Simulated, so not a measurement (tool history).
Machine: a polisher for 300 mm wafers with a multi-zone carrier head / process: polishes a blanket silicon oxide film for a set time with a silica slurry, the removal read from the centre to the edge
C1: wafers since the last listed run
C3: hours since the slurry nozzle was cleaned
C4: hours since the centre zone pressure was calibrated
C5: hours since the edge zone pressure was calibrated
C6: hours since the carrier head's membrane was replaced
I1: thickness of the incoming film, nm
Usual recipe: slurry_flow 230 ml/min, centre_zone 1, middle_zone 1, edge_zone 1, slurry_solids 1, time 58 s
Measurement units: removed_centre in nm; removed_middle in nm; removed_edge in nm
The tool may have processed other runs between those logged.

run 1 hour=0 | slurry_flow=230 centre_zone=1 middle_zone=1 edge_zone=1 slurry_solids=1 time=58 | C1=0 wafers_polished_on_this_pad=1645 C3=182 C4=957 C5=639 C6=1860 | I1=1323 | removed_centre=124.9 removed_middle=140.1 removed_edge=141.5
-- hour=15.9 edge zone pressure recalibrated
-- hour=16 worn pad replaced by a new one, of another model than before
run 2 hour=16.5 | slurry_flow=230 centre_zone=1 middle_zone=1 edge_zone=1 slurry_solids=1 time=77 | C1=130 wafers_polished_on_this_pad=4 C3=198.5 C4=973.5 C5=0.6 C6=1876.5 | I1=1319.6 | removed_centre=165.9 removed_middle=191 removed_edge=184.2
-- hour=46.9 carrier head's membrane replaced by a new one
-- hour=80.5 slurry nozzle cleaned
run 3 hour=82 | slurry_flow=230 centre_zone=1 middle_zone=1 edge_zone=1 slurry_solids=1 time=58 | C1=537 wafers_polished_on_this_pad=541 C3=1.5 C4=1039 C5=66.1 C6=35.1 | I1=1352.7 | removed_centre=124.6 removed_middle=140.3 removed_edge=137.8
run 4 hour=111.3 | slurry_flow=290 centre_zone=1 middle_zone=1 edge_zone=1 slurry_solids=1 time=58 | C1=264 wafers_polished_on_this_pad=806 C3=30.8 C4=1068.3 C5=95.4 C6=64.4 | I1=1337.8 | removed_centre=127 removed_middle=141.4 removed_edge=138.5
-- hour=130.3 centre zone pressure recalibrated
run 5 hour=139.1 | slurry_flow=230 centre_zone=1 middle_zone=0.94 edge_zone=1 slurry_solids=1 time=58 | C1=233 wafers_polished_on_this_pad=1039 C3=58.6 C4=8.8 C5=123.2 C6=92.2 | I1=1351 | removed_centre=132.4 removed_middle=132.4 removed_edge=137.9
run 6 hour=162.2 | slurry_flow=230 centre_zone=1 middle_zone=1.06 edge_zone=1 slurry_solids=0.8 time=58 | C1=208 wafers_polished_on_this_pad=1248 C3=81.7 C4=31.9 C5=146.3 C6=115.3 | I1=1348.9 | removed_centre=113.7 removed_middle=126.5 removed_edge=120.6
-- hour=181.7 worn pad replaced by a new one
run 7 hour=182.2 | slurry_flow=205 centre_zone=1.03 middle_zone=1 edge_zone=1 slurry_solids=1 time=74 | C1=144 wafers_polished_on_this_pad=4 C3=101.7 C4=51.9 C5=166.3 C6=135.3 | I1=1352.7 | removed_centre=170.2 removed_middle=178 removed_edge=175.8
run 8 hour=196 | slurry_flow=230 centre_zone=1 middle_zone=1 edge_zone=1 slurry_solids=1 time=58 | C1=124 wafers_polished_on_this_pad=129 C3=115.5 C4=65.7 C5=180.1 C6=149.1 | I1=1323.5 | removed_centre=129.5 removed_middle=143.1 removed_edge=139.9
run 9 hour=221.7 | slurry_flow=230 centre_zone=1.1 middle_zone=1 edge_zone=0.95 slurry_solids=0.75 time=63 | C1=232 wafers_polished_on_this_pad=361 C3=141.2 C4=91.4 C5=205.8 C6=174.8 | I1=1334 | removed_centre=131.2 removed_middle=130.7 removed_edge=125
run 10 hour=247.7 | slurry_flow=230 centre_zone=1 middle_zone=1 edge_zone=1.06 slurry_solids=1.15 time=70 | C1=235 wafers_polished_on_this_pad=596 C3=167.2 C4=117.4 C5=231.8 C6=200.8 | I1=1347.1 | removed_centre=167.5 removed_middle=183.5 removed_edge=186.6
run 11 hour=264.4 | slurry_flow=230 centre_zone=1 middle_zone=1 edge_zone=1 slurry_solids=1.2 time=58 | C1=150 wafers_polished_on_this_pad=747 C3=183.9 C4=134.1 C5=248.5 C6=217.5 | I1=1331.8 | removed_centre=140.6 removed_middle=151.3 removed_edge=150.6
run 12 hour=298.2 | slurry_flow=230 centre_zone=1 middle_zone=0.9 edge_zone=1 slurry_solids=1.15 time=58 | C1=305 wafers_polished_on_this_pad=1053 C3=217.7 C4=167.9 C5=282.3 C6=251.3 | I1=1339.9 | removed_centre=137.3 removed_middle=138.4 removed_edge=149.5
run 13 hour=329.4 | slurry_flow=295 centre_zone=1.1 middle_zone=1 edge_zone=1 slurry_solids=1.2 time=51 | C1=282 wafers_polished_on_this_pad=1335 C3=248.9 C4=199.1 C5=313.5 C6=282.5 | I1=1337.5 | removed_centre=137.3 removed_middle=138.3 removed_edge=134.8
-- hour=348.1 slurry nozzle cleaned
-- hour=367.7 worn pad replaced by a new one
run 14 hour=368.2 | slurry_flow=230 centre_zone=1 middle_zone=1 edge_zone=1 slurry_solids=1 time=58 | C1=305 wafers_polished_on_this_pad=4 C3=20.1 C4=237.9 C5=352.3 C6=321.3 | I1=1357 | removed_centre=125.3 removed_middle=142.2 removed_edge=139.2
run 15 hour=399.8 | slurry_flow=230 centre_zone=1 middle_zone=1 edge_zone=1 slurry_solids=0.8 time=58 | C1=285 wafers_polished_on_this_pad=289 C3=51.7 C4=269.5 C5=383.9 C6=352.9 | I1=1335.7 | removed_centre=111.3 removed_middle=123.9 removed_edge=122.3
run 16 hour=423 | slurry_flow=230 centre_zone=1 middle_zone=0.93 edge_zone=1 slurry_solids=0.7 time=58 | C1=209 wafers_polished_on_this_pad=499 C3=74.9 C4=292.7 C5=407.1 C6=376.1 | I1=1342.1 | removed_centre=100.5 removed_middle=106.9 removed_edge=111.1
run 17 hour=435.8 | slurry_flow=195 centre_zone=1.04 middle_zone=1 edge_zone=0.93 slurry_solids=1 time=58 | C1=115 wafers_polished_on_this_pad=615 C3=87.7 C4=305.5 C5=419.9 C6=388.9 | I1=1333.5 | removed_centre=130.1 removed_middle=137.5 removed_edge=132.5
run 18 hour=448.3 | slurry_flow=230 centre_zone=1 middle_zone=1 edge_zone=0.97 slurry_solids=0.85 time=58 | C1=112 wafers_polished_on_this_pad=728 C3=100.2 C4=318 C5=432.4 C6=401.4 | I1=1343.7 | removed_centre=114.1 removed_middle=129.5 removed_edge=125.5
run 19 hour=483.1 | slurry_flow=165 centre_zone=1 middle_zone=0.93 edge_zone=1.07 slurry_solids=1 time=75 | C1=314 wafers_polished_on_this_pad=1042 C3=135 C4=352.8 C5=467.2 C6=436.2 | I1=1345.6 | removed_centre=156.1 removed_middle=172.5 removed_edge=182.8
run 20 hour=509.4 | slurry_flow=230 centre_zone=1 middle_zone=1 edge_zone=1 slurry_solids=1 time=58 | C1=237 wafers_polished_on_this_pad=1280 C3=161.3 C4=379.1 C5=493.5 C6=462.5 | I1=1354.8 | removed_centre=124.1 removed_middle=137.3 removed_edge=139.3

Hidden state, per run?
removal rate lost through wear of the pad, %: 0 on each run
slurry flow missing at the pad, %: 0 on each run
deviation of the edge zone's pressure from its setpoint, %: 0 on each run
H1: deviation of the centre zone's pressure from its setpoint, %
run=1 H1=-7.08
run=2 H1=-7.1
run=3 H1=-7.19
run=4 H1=-7.22
run=5 H1=-1.09
run=6 H1=-1.64
run=7 H1=-2.08
run=8 H1=-2.38
run=9 H1=-2.89
run=10 H1=-3.37
run=11 H1=-3.66
run=12 H1=-4.21
run=13 H1=-4.66
run=14 H1=-5.18
run=15 H1=-5.56
run=16 H1=-5.81
run=17 H1=-5.95
run=18 H1=-6.07
run=19 H1=-6.4
run=20 H1=-6.63
